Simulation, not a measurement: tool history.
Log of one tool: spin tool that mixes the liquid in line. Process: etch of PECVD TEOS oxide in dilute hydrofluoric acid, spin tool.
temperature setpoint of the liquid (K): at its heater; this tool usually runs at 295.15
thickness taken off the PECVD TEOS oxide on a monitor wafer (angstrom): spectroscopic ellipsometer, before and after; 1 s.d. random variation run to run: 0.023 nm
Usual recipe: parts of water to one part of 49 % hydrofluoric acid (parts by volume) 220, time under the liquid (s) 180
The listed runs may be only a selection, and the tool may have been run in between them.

| run | hour | temperature setpoint of the liquid (K) | parts of water to one part of 49 % hydrofluoric acid (parts by volume) | time under the liquid (s) | wafers since the last listed run | hours since the thermometer was replaced | hours since the hydrofluoric acid flow meter was replaced | hours since the gauge calibration | read-back film thickness of the PECVD TEOS oxide reference wafer, read on the same gauge (nm) | thickness taken off the PECVD TEOS oxide on a monitor wafer (angstrom) |
|---|---|---|---|---|---|---|---|---|---|---|
| 1 | 0 | 299.15 | 220 | 180 | 0 | 1954.9 | 1142.6 | 483.2 | 100 | 63.8 |
| 2 | 13.5 | 295.15 | 220 | 180 | 95 | 1968.4 | 1156.1 | 496.7 | 100.02 | 54.6 |
| 3 | 24.9 | 295.15 | 220 | 180 | 80 | 1979.8 | 1167.5 | 508.1 | 100.03 | 54.6 |
| 4 | 36.4 | 295.15 | 220 | 180 | 81 | 1991.3 | 1179 | 519.6 | 100.01 | 54.7 |
| 5 | 53.4 | 295.15 | 220 | 180 | 120 | 2008.3 | 1196 | 536.6 | 100 | 54.5 |
| 6 | 68.5 | 295.15 | 220 | 180 | 106 | 2023.4 | 1211.1 | 551.7 | 100 | 54.6 |
| 7 | 85 | 295.15 | 220 | 120 | 116 | 2039.9 | 1227.6 | 568.2 | 100.01 | 36.4 |
| 8 | 99.3 | 295.15 | 220 | 120 | 100 | 2054.2 | 1241.9 | 582.5 | 99.99 | 36.2 |
| 9 | 113.9 | 295.15 | 255 | 180 | 103 | 2068.8 | 1256.5 | 597.1 | 100 | 45 |
|  | 131.3 | gauge calibrated |
| 10 | 131.7 | 295.15 | 255 | 180 | 125 | 2086.6 | 1274.3 | 0.4 | 100.01 | 44.9 |
| 11 | 141.4 | 295.15 | 220 | 180 | 68 | 2096.3 | 1284 | 10.1 | 100.01 | 54.1 |
|  | 154.7 | hydrofluoric acid flow meter replaced |
| 12 | 155.2 | 295.15 | 220 | 235 | 90 | 2110.1 | 0.5 | 23.9 | 100.03 | 77.2 |
| 13 | 161.8 | 295.15 | 220 | 235 | 46 | 2116.7 | 7.1 | 30.5 | 99.99 | 76.8 |
| 14 | 172.6 | 298.15 | 285 | 180 | 76 | 2127.5 | 17.9 | 41.3 | 99.99 | 47.7 |
| 15 | 185.4 | 298.15 | 285 | 180 | 90 | 2140.3 | 30.7 | 54.1 | 100 | 47.8 |
| 16 | 196.4 | 295.15 | 220 | 180 | 77 | 2151.3 | 41.7 | 65.1 | 100.01 | 58.6 |
| 17 | 206.4 | 295.15 | 185 | 180 | 70 | 2161.3 | 51.7 | 75.1 | 99.99 | 72.1 |
| 18 | 212.7 | 295.15 | 220 | 110 | 44 | 2167.6 | 58 | 81.4 | 99.98 | 35.9 |
| 19 | 223.6 | 295.15 | 295 | 180 | 76 | 2178.5 | 68.9 | 92.3 | 100 | 40.8 |
| 20 | 231.8 | 295.15 | 280 | 135 | 57 | 2186.7 | 77.1 | 100.5 | 100.01 | 32.7 |
|  | 242.2 | thermometer replaced |
| 21 | 245.7 | 295.15 | 295 | 180 | 91 | 3.5 | 91 | 114.4 | 99.99 | 44.2 |
| 22 | 260.5 | 297.65 | 315 | 135 | 104 | 18.3 | 105.8 | 129.2 | 99.96 | 33.2 |

Run 23, settings as shown, results not yet in. Your forecast:
| 23 | 273.1 | 295.15 | 180 | 270 | 88 | 30.9 | 118.4 | 141.8 | ? | ? |

For run 23 the tool returned read-back film thickness of the PECVD TEOS oxide reference wafer, read on the same gauge (nm) 100, thickness taken off the PECVD TEOS oxide on a monitor wafer (angstrom) 121.5.
Take away the tool's hidden state, keep the run-to-run variation as it was, and the same run would have given thickness taken off the PECVD TEOS oxide on a monitor wafer (angstrom) 124.8.

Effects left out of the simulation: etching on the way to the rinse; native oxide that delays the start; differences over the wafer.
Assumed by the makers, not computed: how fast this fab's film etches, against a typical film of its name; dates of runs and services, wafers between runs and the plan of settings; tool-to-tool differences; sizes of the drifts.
